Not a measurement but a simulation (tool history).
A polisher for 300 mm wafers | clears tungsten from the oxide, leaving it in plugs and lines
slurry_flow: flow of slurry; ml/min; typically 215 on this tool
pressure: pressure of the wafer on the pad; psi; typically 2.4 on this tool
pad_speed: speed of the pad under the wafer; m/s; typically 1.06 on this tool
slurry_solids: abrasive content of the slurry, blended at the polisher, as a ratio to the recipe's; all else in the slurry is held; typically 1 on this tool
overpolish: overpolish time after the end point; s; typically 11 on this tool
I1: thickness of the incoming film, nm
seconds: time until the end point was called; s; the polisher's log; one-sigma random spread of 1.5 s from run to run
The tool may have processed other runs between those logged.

run 1 day=0 | slurry_flow=240 pressure=2.4 pad_speed=1.06 slurry_solids=1 overpolish=11 | I1=267.9 | seconds=85.1
-- day=0.267 slurry tank refilled with fresh slurry and peroxide
run 2 day=1.25 | slurry_flow=240 pressure=2.4 pad_speed=1.06 slurry_solids=1 overpolish=11 | I1=271.3 | seconds=87.3
-- day=2.662 worn pad replaced by a new one
run 3 day=2.692 | slurry_flow=215 pressure=2.4 pad_speed=1.06 slurry_solids=1 overpolish=11 | I1=268.9 | seconds=92.4
run 4 day=3.688 | slurry_flow=215 pressure=2.4 pad_speed=1.06 slurry_solids=1 overpolish=11 | I1=266.6 | seconds=95.9
-- day=4.238 slurry blender recalibrated
run 5 day=4.95 | slurry_flow=215 pressure=2.4 pad_speed=0.76 slurry_solids=1 overpolish=11 | I1=269.4 | seconds=115.1
-- day=5.333 slurry nozzle cleaned
run 6 day=6.208 | slurry_flow=215 pressure=3 pad_speed=1.06 slurry_solids=1 overpolish=11 | I1=271.2 | seconds=72.1
-- day=6.342 slurry tank refilled with fresh slurry and peroxide
run 7 day=7.442 | slurry_flow=215 pressure=2.4 pad_speed=1.06 slurry_solids=0.85 overpolish=11 | I1=272.4 | seconds=89.8
-- day=8.429 worn pad replaced by a new one
run 8 day=8.808 | slurry_flow=215 pressure=2.4 pad_speed=1.06 slurry_solids=0.85 overpolish=11 | I1=268.7 | seconds=88.7
run 9 day=10.208 | slurry_flow=215 pressure=2.4 pad_speed=1.06 slurry_solids=1 overpolish=11 | I1=271.7 | seconds=87
run 10 day=10.796 | slurry_flow=215 pressure=2.4 pad_speed=1.06 slurry_solids=1 overpolish=11 | I1=271.8 | seconds=90.4
-- day=11.167 slurry tank refilled with fresh slurry and peroxide
run 11 day=12.262 | slurry_flow=215 pressure=2.4 pad_speed=1.06 slurry_solids=1 overpolish=5 | I1=272.1 | seconds=95.4
-- day=13.117 slurry blender recalibrated
run 12 day=13.429 | slurry_flow=250 pressure=2.4 pad_speed=0.96 slurry_solids=0.8 overpolish=11 | I1=268.5 | seconds=93.9
-- day=13.833 head pressure recalibrated
-- day=14.417 worn pad replaced by a new one
run 13 day=16.196 | slurry_flow=215 pressure=3 pad_speed=1.06 slurry_solids=1 overpolish=11 | I1=270 | seconds=75.3
-- day=16.796 slurry tank refilled with fresh slurry and peroxide
run 14 day=17.238 | slurry_flow=250 pressure=3.1 pad_speed=1.18 slurry_solids=1.15 overpolish=11 | I1=271.2 | seconds=63.6
-- day=19.721 worn pad replaced by a new one
run 15 day=19.742 | slurry_flow=215 pressure=2.4 pad_speed=1.06 slurry_solids=1 overpolish=11 | I1=266 | seconds=97.1
run 16 day=21.079 | slurry_flow=150 pressure=1.9 pad_speed=1.06 slurry_solids=0.8 overpolish=11 | I1=272.7 | seconds=148.6
-- day=21.292 slurry nozzle cleaned
-- day=21.854 slurry tank refilled with fresh slurry and peroxide
-- day=23.45 slurry blender recalibrated
run 17 day=23.988 | slurry_flow=215 pressure=2.4 pad_speed=1.06 slurry_solids=1 overpolish=5 | I1=267.5 | seconds=78.7
run 18 day=25.129 | slurry_flow=215 pressure=2.4 pad_speed=1.32 slurry_solids=1 overpolish=11 | I1=264.8 | seconds=63.9
-- day=25.729 worn pad replaced by a new one
run 19 day=26.104 | slurry_flow=240 pressure=1.8 pad_speed=1.06 slurry_solids=1 overpolish=11 | I1=273.1 | seconds=96.1
run 20 day=26.921 | slurry_flow=185 pressure=2.4 pad_speed=0.92 slurry_solids=1 overpolish=14 | I1=274.6 | seconds=104.6

What the log doesn't show, run by run:
removal rate lost through wear of the pad, %: 0, the same for each run
deviation of the head's pressure from its setpoint, %: 0, the same for each run
peroxide lost from the slurry, %: 0, the same for each run
H1: slurry flow missing at the pad, %
H2: abrasive missing from the slurry, %
run=1 H1=13.1 H2=16.5
run=2 H1=16.8 H2=21.2
run=3 H1=21.7 H2=26.6
run=4 H1=25.6 H2=30.4
run=5 H1=31 H2=4.54
run=6 H1=1.53 H2=9.3
run=7 H1=2.24 H2=14
run=8 H1=3.71 H2=19.1
run=9 H1=5.96 H2=24.4
run=10 H1=7.13 H2=26.6
run=11 H1=10.6 H2=32.2
run=12 H1=14 H2=2.24
run=13 H1=24.1 H2=12.7
run=14 H1=28.7 H2=16.6
run=15 H1=41.4 H2=26.1
run=16 H1=49.1 H2=31.2
run=17 H1=4.53 H2=5.59
run=18 H1=5.97 H2=9.91
run=19 H1=7.59 H2=13.6
run=20 H1=9.23 H2=16.7

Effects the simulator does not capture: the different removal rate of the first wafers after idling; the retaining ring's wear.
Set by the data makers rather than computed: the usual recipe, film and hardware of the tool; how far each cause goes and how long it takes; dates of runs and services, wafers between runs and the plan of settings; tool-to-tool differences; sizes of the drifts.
